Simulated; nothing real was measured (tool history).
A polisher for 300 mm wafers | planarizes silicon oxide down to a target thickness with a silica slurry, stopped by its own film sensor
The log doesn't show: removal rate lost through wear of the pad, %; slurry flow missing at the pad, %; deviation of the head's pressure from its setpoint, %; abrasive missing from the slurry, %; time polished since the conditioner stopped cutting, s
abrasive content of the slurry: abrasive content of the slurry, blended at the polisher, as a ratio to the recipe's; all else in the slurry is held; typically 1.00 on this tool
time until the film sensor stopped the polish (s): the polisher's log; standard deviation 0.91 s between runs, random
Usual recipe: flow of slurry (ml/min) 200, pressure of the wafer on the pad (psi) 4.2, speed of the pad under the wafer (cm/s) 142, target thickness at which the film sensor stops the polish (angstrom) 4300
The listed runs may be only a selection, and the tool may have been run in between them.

run    day  flow of slurry (ml/min)  pressure of the wafer on the pad (psi)  speed of the pad under the wafer (cm/s)  abrasive content of the slurry  target thickness at which the film sensor stops the polish (angstrom)  wafers since the last listed run  wafers polished on this pad  hours since the slurry nozzle was cleaned  hours since the head pressure was calibrated  hours since the slurry blender was calibrated  hours since the conditioning disc was replaced  incoming thickness of the incoming film, nm  time until the film sensor stopped the polish (s)
  1  0.000                      200                                     4.2                                      142                            1.00                                                                   4300                                 0                          239                                      494.4                                         848.8                                          107.1                                           481.1                                        709.0                                               93.1
  2  0.325                      200                                     4.2                                      142                            1.00                                                                   4300                                99                          338                                      502.2                                         856.6                                          114.9                                           488.9                                        722.2                                               96.6
     0.925  -- worn pad replaced by a new one
  3  1.058                      200                                     4.2                                      142                            1.00                                                                   4300                               173                           40                                      519.8                                         874.2                                          132.5                                           506.5                                        714.7                                               95.7
  4  1.458                      200                                     4.2                                      142                            1.00                                                                   4300                               122                          163                                      529.4                                         883.8                                          142.1                                           516.1                                        711.0                                               94.7
  5  1.762                      200                                     4.2                                      142                            1.00                                                                   4300                                93                          256                                      536.7                                         891.1                                          149.4                                           523.4                                        713.9                                               95.8
     2.496  -- worn pad replaced by a new one
  6  2.517                      200                                     4.2                                      142                            1.00                                                                   4300                               180                            6                                      554.8                                         909.2                                          167.5                                           541.5                                        698.8                                               92.5
  7  2.962                      200                                     3.2                                      142                            1.00                                                                   4300                               136                          143                                      565.5                                         919.9                                          178.2                                           552.2                                        700.1                                              115.0
     3.529  -- head pressure recalibrated
     4.371  -- worn pad replaced by a new one
  8  4.458                      200                                     4.2                                      106                            1.00                                                                   3630                               382                           26                                      601.4                                          22.3                                          214.1                                           588.1                                        703.9                                              136.4
  9  4.804                      200                                     4.2                                      142                            1.00                                                                   4300                               106                          133                                      609.7                                          30.6                                          222.4                                           596.4                                        720.5                                              103.9
     4.950  -- conditioning disc replaced and pad reconditioned
     6.021  -- slurry nozzle cleaned
     6.129  -- slurry blender recalibrated
 10  6.150                      200                                     4.2                                      186                            1.00                                                                   4300                               349                          482                                        3.1                                          62.9                                            0.5                                            28.8                                        708.2                                               60.3
     6.354  -- worn pad replaced by a new one
 11  6.588                      200                                     3.6                                      142                            1.00                                                                   4300                                83                           72                                       13.6                                          73.4                                           11.0                                            39.3                                        697.6                                               78.4
 12  7.275                      265                                     2.9                                      142                            1.30                                                                   3430                               211                          283                                       30.1                                          89.9                                           27.5                                            55.8                                        715.7                                              117.3
 13  7.688                      200                                     2.9                                      166                            0.75                                                                   4300                               126                          409                                       40.0                                          99.8                                           37.4                                            65.7                                        722.7                                              109.5

Run 14, settings as shown, results not yet in. Your forecast:
     8.129  -- worn pad replaced by a new one
 14  8.338                      225                                     4.2                                      124                            1.10                                                                   3330                               148                           64                                       55.6                                         115.4                                           53.0                                            81.3                                        721.8                                                  ?

{"run 14": {"time until the film sensor stopped the polish (s)": 97.4}}
If the tool had no hidden condition, the same run with the same run-to-run variation would have returned time until the film sensor stopped the polish (s) 92.4.
